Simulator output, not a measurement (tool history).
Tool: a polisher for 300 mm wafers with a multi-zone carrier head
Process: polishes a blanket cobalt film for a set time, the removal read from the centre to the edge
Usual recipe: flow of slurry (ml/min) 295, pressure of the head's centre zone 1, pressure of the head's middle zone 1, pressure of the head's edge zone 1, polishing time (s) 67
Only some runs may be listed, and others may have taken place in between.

run    hour  flow of slurry (ml/min)  pressure of the head's centre zone  pressure of the head's middle zone  pressure of the head's edge zone  polishing time (s)  incoming thickness of the incoming film, nm  film removed at the wafer's centre (Å)  film removed at mid-radius (Å)  film removed at the wafer's edge (Å)
  1       0                      295                                   1                                   1                                 1                  67                                       1122.1                                    4115                            4088                                  3973
  2    43.9                      295                                   1                                   1                                 1                  67                                         1138                                    4157                            4076                                  3947
  3    77.9                      295                                   1                                0.97                                 1                  67                                       1114.1                                    4090                            3989                                  4006
  4   102.5                      295                                   1                                0.97                                 1                  67                                       1109.9                                    4056                            4077                                  4050
        158  -- edge zone pressure recalibrated
      170.1  -- worn pad replaced by a new one
  5   171.9                      295                                   1                                0.97                                 1                  67                                       1141.1                                    4161                            3974                                  4010
  6     237                      295                                   1                                   1                              1.05                  75                                       1140.7                                    4616                            4534                                  4614
  7   434.9                      295                                   1                                   1                              1.05                  75                                       1146.1                                    4776                            4545                                  4439
      462.7  -- worn pad replaced by a new one
  8   505.3                      295                                   1                                   1                                 1                  67                                       1143.4                                    4196                            4047                                  4063
      531.4  -- slurry nozzle cleaned
  9   545.5                      295                                   1                                   1                                 1                  67                                       1121.3                                    4274                            4010                                  4058
 10   580.4                      355                                   1                                0.88                                 1                  67                                       1130.3                                    4474                            3719                                  4112
 11   626.2                      365                                0.96                                1.04                                 1                  51                                         1115                                    3250                            3330                                  3080
 12   683.7                      340                                 0.9                                1.07                                 1                  48                                       1141.9                                    2885                            3202                                  2930
      713.5  -- edge zone pressure recalibrated
      722.2  -- worn pad replaced by a new one
 13   751.9                      295                                   1                                   1                                 1                  58                                       1153.8                                    3943                            3531                                  3491
 14   792.9                      295                                   1                                   1                                 1                  58                                         1127                                    3940                            3547                                  3468
      838.5  -- carrier head's membrane replaced by a new one
 15     839                      295                                   1                                1.07                                 1                  67                                       1130.6                                    4467                            4317                                  4028
 16   902.7                      295                                1.06                                1.08                              1.08                  67                                       1131.7                                    4916                            4382                                  4178
      952.6  -- centre zone pressure recalibrated
 17   966.2                      255                                   1                                   1                                 1                  67                                       1131.4                                    3928                            3991                                  3966
      987.9  -- worn pad replaced by a new one
 18  1010.3                      295                                   1                                   1                                 1                  45                                       1124.3                                    2683                            2699                                  2670
 19  1053.3                      295                                   1                                1.06                                 1                  56                                       1123.8                                    3364                            3574                                  3301
 20  1082.8                      295                                0.91                                   1                              0.97                  75                                       1125.6                                    4040                            4627                                  4483
 21  1121.5                      325                                 0.9                                   1                              1.07                  52                                       1142.2                                    2904                            3173                                  3313
 22  1190.7                      360                                   1                                1.12                              1.04                  67                                       1126.3                                    4109                            4585                                  4057
 23  1259.4                      295                                   1                                   1                               1.1                  67                                       1127.4                                    4048                            4046                                  4091

What was the tool's hidden state at every run in the log?
removal rate lost through wear of the pad, %: 0 across all the runs
slurry flow missing at the pad, %: 0 across all the runs
deviation of the edge zone's pressure from its setpoint, %: 0 across all the runs
H1: deviation of the centre zone's pressure from its setpoint, %
run      H1
  1    1.09
  2    1.25
  3     1.4
  4    1.53
  5    1.96
  6    2.45
  7    4.51
  8    5.45
  9    6.03
 10    6.57
 11    7.31
 12     8.3
 13    9.57
 14    10.4
 15    11.3
 16    12.7
 17   -1.55
 18   -1.51
 19   -1.44
 20   -1.37
 21   -1.24
 22  -0.939
 23  -0.536
